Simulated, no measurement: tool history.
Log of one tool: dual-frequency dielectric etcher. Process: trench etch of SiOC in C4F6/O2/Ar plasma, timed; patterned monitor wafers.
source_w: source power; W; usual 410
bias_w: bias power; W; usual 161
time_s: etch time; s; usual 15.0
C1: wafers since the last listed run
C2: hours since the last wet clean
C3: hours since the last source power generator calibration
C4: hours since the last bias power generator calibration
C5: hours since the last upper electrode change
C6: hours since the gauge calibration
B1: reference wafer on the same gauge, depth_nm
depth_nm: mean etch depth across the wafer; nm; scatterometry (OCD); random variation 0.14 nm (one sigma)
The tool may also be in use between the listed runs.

Run 1, day 0.000: usual settings; C1 0; C2 29.7; C3 2263.2; C4 3286.8; C5 6092.3; C6 80.0; B1 31.60. Result: depth_nm 29.11 nm.
Run 2, day 4.475: usual settings; C1 1833; C2 137.1; C3 2370.6; C4 3394.2; C5 6199.7; C6 187.4; B1 31.61. Result: depth_nm 29.04 nm.
Run 3, day 6.979: usual settings but bias_w 176 W; C1 1025; C2 197.2; C3 2430.7; C4 3454.3; C5 6259.8; C6 247.5; B1 31.55. Result: depth_nm 29.78 nm.
Run 4, day 8.612: usual settings but bias_w 176 W; C1 669; C2 236.4; C3 2469.9; C4 3493.5; C5 6299.0; C6 286.7; B1 31.56. Result: depth_nm 29.48 nm.
At day 21.708: wet clean of the chamber.
Run 5, day 21.729: usual settings; C1 4964; C2 0.5; C3 2784.7; C4 3808.3; C5 6613.8; C6 601.5; B1 31.63. Result: depth_nm 28.98 nm.
At day 23.938: upper electrode replaced.
Run 6, day 23.958: usual settings but source_w 380 W, time_s 16.0 s; C1 503; C2 54.0; C3 2838.2; C4 3861.8; C5 0.5; C6 655.0; B1 31.58. Result: depth_nm 30.39 nm.
Run 7, day 26.233: usual settings but bias_w 171 W, time_s 14.0 s; C1 932; C2 108.6; C3 2892.8; C4 3916.4; C5 55.1; C6 709.6; B1 31.56. Result: depth_nm 27.50 nm.
Run 8, day 30.638: usual settings; C1 1804; C2 214.3; C3 2998.5; C4 4022.1; C5 160.8; C6 815.3; B1 31.65. Result: depth_nm 29.11 nm.
Run 9, day 34.362: usual settings; C1 1526; C2 303.7; C3 3087.9; C4 4111.5; C5 250.2; C6 904.7; B1 31.64. Result: depth_nm 29.07 nm.
Run 10, day 38.454: usual settings; C1 1676; C2 401.9; C3 3186.1; C4 4209.7; C5 348.4; C6 1002.9; B1 31.55. Result: depth_nm 29.19 nm.
Run 11, day 41.471: usual settings; C1 1235; C2 474.3; C3 3258.5; C4 4282.1; C5 420.8; C6 1075.3; B1 31.59. Result: depth_nm 29.04 nm.
At day 46.833: wet clean of the chamber.
Run 12, day 49.271: usual settings; C1 2785; C2 58.5; C3 3445.7; C4 4469.3; C5 608.0; C6 1262.5; B1 31.64. Result: depth_nm 28.87 nm.
Run 13, day 53.262: usual settings but source_w 450 W, time_s 19.0 s; C1 1635; C2 154.3; C3 3541.5; C4 4565.1; C5 703.8; C6 1358.3; B1 31.70. Result: depth_nm 38.03 nm.
Run 14, day 56.058: usual settings but source_w 360 W, bias_w 133 W; C1 1145; C2 221.4; C3 3608.6; C4 4632.2; C5 770.9; C6 1425.4; B1 31.59. Result: depth_nm 27.30 nm.
Run 15, day 57.912: usual settings but source_w 320 W, bias_w 132 W, time_s 17.5 s; C1 759; C2 265.9; C3 3653.1; C4 4676.7; C5 815.4; C6 1469.9; B1 31.65. Result: depth_nm 31.40 nm.
Run 16, day 63.854: usual settings but bias_w 180 W; C1 2434; C2 408.5; C3 3795.7; C4 4819.3; C5 958.0; C6 1612.5; B1 31.62. Result: depth_nm 29.50 nm.
At day 66.804: bias power generator calibrated.
Run 17, day 67.121: usual settings; C1 1270; C2 486.9; C3 3874.1; C4 7.6; C5 1036.4; C6 1690.9; B1 31.60. Result: depth_nm 29.27 nm.
At day 69.204: source power generator calibrated.
Run 18, day 69.404: usual settings but source_w 500 W, bias_w 131 W, time_s 12.0 s; C1 867; C2 541.7; C3 4.8; C4 62.4; C5 1091.2; C6 1745.7; B1 31.65. Result: depth_nm 23.85 nm.
Run 19, day 71.000: usual settings but source_w 440 W, time_s 16.5 s; C1 653; C2 580.0; C3 43.1; C4 100.7; C5 1129.5; C6 1784.0; B1 31.62. Result: depth_nm 32.63 nm.
Run 20, day 73.775: usual settings but bias_w 171 W, time_s 14.0 s; C1 1136; C2 646.6; C3 109.7; C4 167.3; C5 1196.1; C6 1850.6; B1 31.65. Result: depth_nm 27.69 nm.
At day 75.554: wet clean of the chamber.
At day 76.654: gauge calibrated.
Run 21, day 77.388: usual settings; C1 1070; C2 44.0; C3 196.4; C4 254.0; C5 1282.8; C6 17.6; B1 31.61. Result: depth_nm 29.31 nm.
Run 22, day 79.950: usual settings but source_w 440 W, bias_w 148 W; C1 1049; C2 105.5; C3 257.9; C4 315.5; C5 1344.3; C6 79.1; B1 31.59. Result: depth_nm 29.22 nm.
Run 23, day 83.542: usual settings but source_w 330 W, bias_w 191 W; C1 1471; C2 191.7; C3 344.1; C4 401.7; C5 1430.5; C6 165.3; B1 31.52. Result: depth_nm 28.34 nm.
Run 24, day 85.225: usual settings but source_w 450 W, time_s 11.0 s; C1 689; C2 232.1; C3 384.5; C4 442.1; C5 1470.9; C6 205.7; B1 31.62. Result: depth_nm 21.87 nm.
Run 25, day 88.588: usual settings; C1 1377; C2 312.8; C3 465.2; C4 522.8; C5 1551.6; C6 286.4; B1 31.59. Result: depth_nm 29.09 nm.
Run 26, day 92.271: usual settings but bias_w 199 W, time_s 11.5 s; C1 1509; C2 401.2; C3 553.6; C4 611.2; C5 1640.0; C6 374.8; B1 31.64. Result: depth_nm 23.19 nm.
Run 27, day 95.642: usual settings but source_w 320 W, bias_w 177 W, time_s 16.5 s; C1 1380; C2 482.1; C3 634.5; C4 692.1; C5 1720.9; C6 455.7; B1 31.59. Result: depth_nm 30.46 nm.
Run 28, day 97.362: usual settings but source_w 490 W, bias_w 131 W, time_s 13.0 s; C1 705; C2 523.4; C3 675.8; C4 733.4; C5 1762.2; C6 497.0; B1 31.66. Result: depth_nm 25.75 nm.
At day 100.042: wet clean of the chamber.
Run 29, day 100.929: usual settings but source_w 330 W; C1 1051; C2 21.3; C3 761.4; C4 819.0; C5 1847.8; C6 582.6; B1 31.56. Result: depth_nm 27.66 nm.
Run 30, day 103.208: usual settings but bias_w 183 W; C1 933; C2 76.0; C3 816.1; C4 873.7; C5 1902.5; C6 637.3; B1 31.61. Result: depth_nm 29.86 nm.
Run 31, day 106.571: usual settings but bias_w 142 W; C1 1377; C2 156.7; C3 896.8; C4 954.4; C5 1983.2; C6 718.0; B1 31.56. Result: depth_nm 28.67 nm.

What the log doesn't show, run by run:
etch rate over this chamber's usual, %: 0 in every run
source power that arrives over what is set, %: 0 in every run
bias power that arrives over what is set, %: 0 in every run
gauge reads high (%): 0 in every run

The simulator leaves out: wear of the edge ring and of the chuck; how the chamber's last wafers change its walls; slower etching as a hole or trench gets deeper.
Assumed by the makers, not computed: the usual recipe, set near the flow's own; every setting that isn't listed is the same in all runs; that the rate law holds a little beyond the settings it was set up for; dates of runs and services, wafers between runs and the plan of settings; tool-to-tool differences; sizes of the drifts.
